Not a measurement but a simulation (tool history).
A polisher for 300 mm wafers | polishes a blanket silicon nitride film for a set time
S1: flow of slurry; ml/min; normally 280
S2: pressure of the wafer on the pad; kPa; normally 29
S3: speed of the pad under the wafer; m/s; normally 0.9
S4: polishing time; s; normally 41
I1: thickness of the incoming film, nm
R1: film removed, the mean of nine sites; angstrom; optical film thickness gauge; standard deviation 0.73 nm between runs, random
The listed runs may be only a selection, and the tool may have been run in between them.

{"run": 1, "day": 0.0, "S1": 280, "S2": 33.1, "S3": 0.68, "S4": 41, "I1": 379.1, "R1": 803}
{"run": 2, "day": 1.512, "S1": 280, "S2": 33.1, "S3": 0.68, "S4": 41, "I1": 380.1, "R1": 807}
{"run": 3, "day": 3.188, "S1": 280, "S2": 33.1, "S3": 0.68, "S4": 41, "I1": 380.1, "R1": 792}
{"day": 3.733, "done": "worn pad replaced by a new one"}
{"day": 3.862, "done": "head pressure recalibrated"}
{"run": 4, "day": 4.517, "S1": 280, "S2": 29, "S3": 0.9, "S4": 41, "I1": 373.5, "R1": 920}
{"run": 5, "day": 5.9, "S1": 280, "S2": 29, "S3": 0.9, "S4": 41, "I1": 374.1, "R1": 900}
{"run": 6, "day": 8.379, "S1": 280, "S2": 29, "S3": 0.9, "S4": 41, "I1": 382.1, "R1": 907}
{"run": 7, "day": 11.067, "S1": 280, "S2": 29, "S3": 0.9, "S4": 41, "I1": 378.3, "R1": 878}
{"run": 8, "day": 12.621, "S1": 280, "S2": 29, "S3": 0.9, "S4": 41, "I1": 377.4, "R1": 877}
{"day": 13.225, "done": "worn pad replaced by a new one"}
{"run": 9, "day": 14.7, "S1": 280, "S2": 29, "S3": 0.9, "S4": 41, "I1": 380.6, "R1": 909}
{"day": 17.008, "done": "slurry nozzle cleaned"}
{"run": 10, "day": 17.679, "S1": 280, "S2": 29, "S3": 0.9, "S4": 41, "I1": 378.2, "R1": 895}
{"run": 11, "day": 20.112, "S1": 280, "S2": 29, "S3": 0.9, "S4": 41, "I1": 375.9, "R1": 874}
{"run": 12, "day": 22.117, "S1": 280, "S2": 29, "S3": 0.9, "S4": 41, "I1": 382.1, "R1": 866}
{"day": 22.525, "done": "worn pad replaced by a new one"}
{"run": 13, "day": 24.812, "S1": 280, "S2": 29, "S3": 0.9, "S4": 41, "I1": 377.1, "R1": 897}
{"run": 14, "day": 25.838, "S1": 225, "S2": 20, "S3": 0.58, "S4": 48, "I1": 376.5, "R1": 514}
{"run": 15, "day": 27.479, "S1": 280, "S2": 29, "S3": 0.9, "S4": 41, "I1": 373.9, "R1": 902}
{"run": 16, "day": 29.212, "S1": 250, "S2": 35.2, "S3": 0.8, "S4": 51, "I1": 383.8, "R1": 1163}
{"day": 30.642, "done": "worn pad replaced by a new one"}
{"run": 17, "day": 31.012, "S1": 380, "S2": 35.2, "S3": 0.9, "S4": 28, "I1": 383, "R1": 775}
{"run": 18, "day": 32.317, "S1": 280, "S2": 39.3, "S3": 0.9, "S4": 41, "I1": 374, "R1": 1212}
{"day": 32.5, "done": "head pressure recalibrated"}
{"run": 19, "day": 34.296, "S1": 280, "S2": 25.5, "S3": 0.9, "S4": 33, "I1": 380, "R1": 648}
{"day": 38.929, "done": "slurry nozzle cleaned"}
{"day": 39.021, "done": "worn pad replaced by a new one"}
{"run": 20, "day": 41.425, "S1": 250, "S2": 35.2, "S3": 0.8, "S4": 51, "I1": 382.9, "R1": 1215}
{"run": 21, "day": 43.396, "S1": 355, "S2": 29, "S3": 0.9, "S4": 37, "I1": 384.6, "R1": 832}
{"run": 22, "day": 45.446, "S1": 280, "S2": 29, "S3": 0.9, "S4": 33, "I1": 378.6, "R1": 708}

Forecast each of these 4 alternatives for the next run:
{"run": "A", "day": 45.462, "S1": 370, "S2": 29, "S3": 0.9, "S4": 41, "I1": 381.4, "R1": "?"}
{"run": "B", "day": 45.462, "S1": 280, "S2": 26.2, "S3": 0.9, "S4": 41, "I1": 381.4, "R1": "?"}
{"run": "C", "day": 45.462, "S1": 185, "S2": 20, "S3": 0.66, "S4": 41, "I1": 381.4, "R1": "?"}
{"run": "D", "day": 45.462, "S1": 340, "S2": 33.1, "S3": 0.9, "S4": 49, "I1": 381.4, "R1": "?"}

run=A R1=894
run=B R1=796
run=C R1=463
run=D R1=1203
The same runs, with their run-to-run variation unchanged, on a tool lacking any hidden condition would have given:
run=A R1=938
run=B R1=835
run=C R1=486
run=D R1=1262

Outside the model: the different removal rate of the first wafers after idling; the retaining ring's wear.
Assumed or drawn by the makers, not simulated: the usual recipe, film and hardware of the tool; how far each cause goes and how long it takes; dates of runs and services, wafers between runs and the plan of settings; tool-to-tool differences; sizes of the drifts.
